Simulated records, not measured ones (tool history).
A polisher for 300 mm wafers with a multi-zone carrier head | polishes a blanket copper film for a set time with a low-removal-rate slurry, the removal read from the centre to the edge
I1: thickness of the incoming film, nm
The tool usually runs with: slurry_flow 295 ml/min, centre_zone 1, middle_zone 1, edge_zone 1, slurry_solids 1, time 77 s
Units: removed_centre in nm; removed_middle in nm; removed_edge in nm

{"run": 1, "hour": 0.0, "slurry_flow": 295, "centre_zone": 1, "middle_zone": 1, "edge_zone": 1, "slurry_solids": 1, "time": 77, "I1": 1035.4, "removed_centre": 261.9, "removed_middle": 254.6, "removed_edge": 250.8}
{"hour": 33.5, "done": "worn pad replaced by a new one"}
{"run": 2, "hour": 80.9, "slurry_flow": 295, "centre_zone": 1, "middle_zone": 1, "edge_zone": 1, "slurry_solids": 1, "time": 77, "I1": 1046.2, "removed_centre": 255.5, "removed_middle": 253.8, "removed_edge": 252.5}
{"run": 3, "hour": 126.8, "slurry_flow": 295, "centre_zone": 1, "middle_zone": 1, "edge_zone": 0.97, "slurry_solids": 1, "time": 77, "I1": 1015.7, "removed_centre": 258.8, "removed_middle": 253.1, "removed_edge": 247.9}
{"run": 4, "hour": 185.3, "slurry_flow": 295, "centre_zone": 1, "middle_zone": 1, "edge_zone": 0.97, "slurry_solids": 1, "time": 77, "I1": 1048.4, "removed_centre": 260.2, "removed_middle": 253.7, "removed_edge": 246.8}
{"run": 5, "hour": 226.0, "slurry_flow": 250, "centre_zone": 1, "middle_zone": 1, "edge_zone": 1, "slurry_solids": 1, "time": 77, "I1": 1039.5, "removed_centre": 251.6, "removed_middle": 249.2, "removed_edge": 245.3}
{"hour": 247.2, "done": "worn pad replaced by a new one"}
{"run": 6, "hour": 276.4, "slurry_flow": 250, "centre_zone": 1, "middle_zone": 1, "edge_zone": 1, "slurry_solids": 1, "time": 77, "I1": 1027.4, "removed_centre": 253.6, "removed_middle": 249.5, "removed_edge": 246.7}
{"run": 7, "hour": 342.3, "slurry_flow": 295, "centre_zone": 1, "middle_zone": 1, "edge_zone": 1, "slurry_solids": 1, "time": 77, "I1": 1041.6, "removed_centre": 254, "removed_middle": 254.3, "removed_edge": 254.7}
{"hour": 347.9, "done": "slurry nozzle cleaned"}
{"run": 8, "hour": 392.7, "slurry_flow": 295, "centre_zone": 1, "middle_zone": 1, "edge_zone": 1, "slurry_solids": 1, "time": 77, "I1": 1032.4, "removed_centre": 257.5, "removed_middle": 253.8, "removed_edge": 249.9}
{"hour": 408.5, "done": "edge zone pressure recalibrated"}
{"run": 9, "hour": 443.5, "slurry_flow": 295, "centre_zone": 1, "middle_zone": 1, "edge_zone": 1, "slurry_solids": 1, "time": 77, "I1": 1037.3, "removed_centre": 259.1, "removed_middle": 255.6, "removed_edge": 249.2}
{"hour": 452.0, "done": "carrier head's membrane replaced by a new one"}
{"hour": 471.6, "done": "worn pad replaced by a new one"}
{"run": 10, "hour": 486.2, "slurry_flow": 295, "centre_zone": 1, "middle_zone": 1, "edge_zone": 0.95, "slurry_solids": 1, "time": 90, "I1": 1036.1, "removed_centre": 301.1, "removed_middle": 299.4, "removed_edge": 288.7}
{"hour": 515.1, "done": "centre zone pressure recalibrated"}
{"run": 11, "hour": 553.3, "slurry_flow": 295, "centre_zone": 1.07, "middle_zone": 1, "edge_zone": 1, "slurry_solids": 1, "time": 101, "I1": 1047.7, "removed_centre": 367.6, "removed_middle": 333, "removed_edge": 327.1}
{"run": 12, "hour": 582.2, "slurry_flow": 390, "centre_zone": 1, "middle_zone": 1.07, "edge_zone": 1, "slurry_solids": 0.85, "time": 70, "I1": 1028.1, "removed_centre": 230.7, "removed_middle": 233.2, "removed_edge": 220.1}
{"run": 13, "hour": 644.9, "slurry_flow": 295, "centre_zone": 1, "middle_zone": 1, "edge_zone": 1, "slurry_solids": 1, "time": 77, "I1": 1025.9, "removed_centre": 259.5, "removed_middle": 255.1, "removed_edge": 248.1}
{"run": 14, "hour": 682.6, "slurry_flow": 365, "centre_zone": 1, "middle_zone": 1, "edge_zone": 1, "slurry_solids": 1.2, "time": 77, "I1": 1048.2, "removed_centre": 277.4, "removed_middle": 278.8, "removed_edge": 271}
{"hour": 699.0, "done": "worn pad replaced by a new one"}
{"run": 15, "hour": 744.8, "slurry_flow": 295, "centre_zone": 1, "middle_zone": 1, "edge_zone": 1.09, "slurry_solids": 1, "time": 77, "I1": 1008.3, "removed_centre": 256.8, "removed_middle": 250, "removed_edge": 258.7}
{"run": 16, "hour": 769.6, "slurry_flow": 295, "centre_zone": 1, "middle_zone": 1, "edge_zone": 1, "slurry_solids": 1, "time": 77, "I1": 1030.5, "removed_centre": 258.2, "removed_middle": 254.7, "removed_edge": 253.2}
{"run": 17, "hour": 830.9, "slurry_flow": 295, "centre_zone": 1, "middle_zone": 1, "edge_zone": 1, "slurry_solids": 0.75, "time": 87, "I1": 1026.1, "removed_centre": 262.4, "removed_middle": 257.8, "removed_edge": 253.3}
{"hour": 876.5, "done": "edge zone pressure recalibrated"}
{"run": 18, "hour": 882.1, "slurry_flow": 295, "centre_zone": 1, "middle_zone": 1, "edge_zone": 1, "slurry_solids": 1, "time": 77, "I1": 1007.8, "removed_centre": 258.6, "removed_middle": 255.5, "removed_edge": 250.4}
{"hour": 901.2, "done": "worn pad replaced by a new one"}
{"run": 19, "hour": 908.2, "slurry_flow": 295, "centre_zone": 1, "middle_zone": 1, "edge_zone": 1, "slurry_solids": 1.25, "time": 77, "I1": 1040.7, "removed_centre": 281.3, "removed_middle": 272.1, "removed_edge": 269.5}
{"run": 20, "hour": 932.8, "slurry_flow": 295, "centre_zone": 1, "middle_zone": 1, "edge_zone": 1, "slurry_solids": 1, "time": 77, "I1": 1050.7, "removed_centre": 260.5, "removed_middle": 254.9, "removed_edge": 252.1}

Give the tool's hidden conditions for every run:
removal rate lost through wear of the pad, %: 0 across all the runs
slurry flow missing at the pad, %: 0 across all the runs
deviation of the centre zone's pressure from its setpoint, %: 0 across all the runs
deviation of the edge zone's pressure from its setpoint, %: 0 across all the runs
